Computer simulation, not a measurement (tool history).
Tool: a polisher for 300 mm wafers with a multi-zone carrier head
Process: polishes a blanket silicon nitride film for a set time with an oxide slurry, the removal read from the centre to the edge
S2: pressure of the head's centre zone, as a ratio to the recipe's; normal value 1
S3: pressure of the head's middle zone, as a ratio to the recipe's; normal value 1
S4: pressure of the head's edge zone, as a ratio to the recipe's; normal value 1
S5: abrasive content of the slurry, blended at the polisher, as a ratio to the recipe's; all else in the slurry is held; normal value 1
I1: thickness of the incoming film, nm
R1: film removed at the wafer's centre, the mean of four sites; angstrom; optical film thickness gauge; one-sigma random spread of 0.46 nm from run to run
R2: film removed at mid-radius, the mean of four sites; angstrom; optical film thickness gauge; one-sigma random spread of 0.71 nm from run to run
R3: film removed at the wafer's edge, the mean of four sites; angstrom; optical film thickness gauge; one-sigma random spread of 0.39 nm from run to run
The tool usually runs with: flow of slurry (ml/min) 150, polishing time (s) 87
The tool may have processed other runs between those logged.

Run 1, hour 0: usual settings; I1 425.5. Result: R1 534 angstrom, R2 565 angstrom, R3 527 angstrom.
Run 2, hour 16: usual settings but flow of slurry (ml/min) 130, S2 0.94; I1 430.4. Result: R1 495 angstrom, R2 530 angstrom, R3 519 angstrom.
Run 3, hour 26: usual settings but flow of slurry (ml/min) 130, S2 0.94; I1 430.2. Result: R1 490 angstrom, R2 542 angstrom, R3 515 angstrom.
Run 4, hour 41.2: usual settings; I1 423.1. Result: R1 532 angstrom, R2 539 angstrom, R3 515 angstrom.
At hour 45.6: worn pad replaced by a new one, of another model than before.
Run 5, hour 48.1: usual settings; I1 427. Result: R1 548 angstrom, R2 568 angstrom, R3 542 angstrom.
Run 6, hour 64.7: usual settings; I1 425.3. Result: R1 546 angstrom, R2 568 angstrom, R3 544 angstrom.
Run 7, hour 73.6: usual settings but S4 0.95; I1 433. Result: R1 540 angstrom, R2 569 angstrom, R3 535 angstrom.
At hour 84.4: centre zone pressure recalibrated.
Run 8, hour 84.9: usual settings but S4 0.95; I1 430.8. Result: R1 547 angstrom, R2 574 angstrom, R3 522 angstrom.
At hour 102.6: edge zone pressure recalibrated.
Run 9, hour 114.8: usual settings but polishing time (s) 106; I1 429.3. Result: R1 672 angstrom, R2 679 angstrom, R3 652 angstrom.
Run 10, hour 123: usual settings; I1 425.9. Result: R1 536 angstrom, R2 558 angstrom, R3 537 angstrom.
Run 11, hour 131.3: usual settings but S5 1.2; I1 429.4. Result: R1 587 angstrom, R2 602 angstrom, R3 565 angstrom.
Run 12, hour 141.6: usual settings but S3 0.95; I1 422.5. Result: R1 537 angstrom, R2 533 angstrom, R3 537 angstrom.
Run 13, hour 153.5: usual settings; I1 425.7. Result: R1 533 angstrom, R2 547 angstrom, R3 529 angstrom.
At hour 160.2: worn pad replaced by a new one.
Run 14, hour 170.3: usual settings but flow of slurry (ml/min) 185, S5 1.3; I1 423. Result: R1 630 angstrom, R2 633 angstrom, R3 609 angstrom.
At hour 183.4: slurry nozzle cleaned.
At hour 184.1: carrier head's membrane replaced by a new one.
Run 15, hour 186.9: usual settings but polishing time (s) 60; I1 433.5. Result: R1 377 angstrom, R2 388 angstrom, R3 379 angstrom.
Run 16, hour 202.9: usual settings but flow of slurry (ml/min) 170, S4 0.92, polishing time (s) 111; I1 429.2. Result: R1 718 angstrom, R2 730 angstrom, R3 673 angstrom.
Run 17, hour 219.6: usual settings but S5 0.75, polishing time (s) 107; I1 437.1. Result: R1 595 angstrom, R2 607 angstrom, R3 603 angstrom.
Run 18, hour 237.6: usual settings but flow of slurry (ml/min) 180, S5 0.7; I1 431.4. Result: R1 483 angstrom, R2 490 angstrom, R3 472 angstrom.
Run 19, hour 250: usual settings; I1 429.6. Result: R1 540 angstrom, R2 558 angstrom, R3 532 angstrom.
Run 20, hour 257.6: usual settings but flow of slurry (ml/min) 190, S2 0.88, S4 1.07, polishing time (s) 115; I1 432.3. Result: R1 653 angstrom, R2 733 angstrom, R3 748 angstrom.
Run 21, hour 266.4: usual settings but flow of slurry (ml/min) 130, S2 0.94; I1 438.7. Result: R1 497 angstrom, R2 551 angstrom, R3 526 angstrom.

Below, some changes in R1 between adjacent runs. For each, the amount present without the hidden state too (settings, incoming material, random variation) and the amount remaining for the hidden state with gauge scatter not shared by both compared results:
The tool's hidden condition here consists of: removal rate lost through wear of the pad, %; slurry flow missing at the pad, %; deviation of the centre zone's pressure from its setpoint, %; deviation of the edge zone's pressure from its setpoint, %.
Run 4 -> 5: worn pad replaced by a new one, of another model than before. R1 +16 angstrom: hidden state +27, all else -11.
Run 13 -> 14: flow of slurry (ml/min) 150 -> 185, S5 1 -> 1.3, worn pad replaced by a new one. R1 +97 angstrom: hidden state +14, all else +83.
Run 14 -> 15: flow of slurry (ml/min) 185 -> 150, S5 1.3 -> 1, polishing time (s) 87 -> 60, slurry nozzle cleaned, carrier head's membrane replaced by a new one. R1 -253 angstrom: hidden state +0, all else -253.
Run 15 -> 16: flow of slurry (ml/min) 150 -> 170, S4 1 -> 0.92, polishing time (s) 60 -> 111. R1 +341 angstrom: hidden state -3, all else +344.
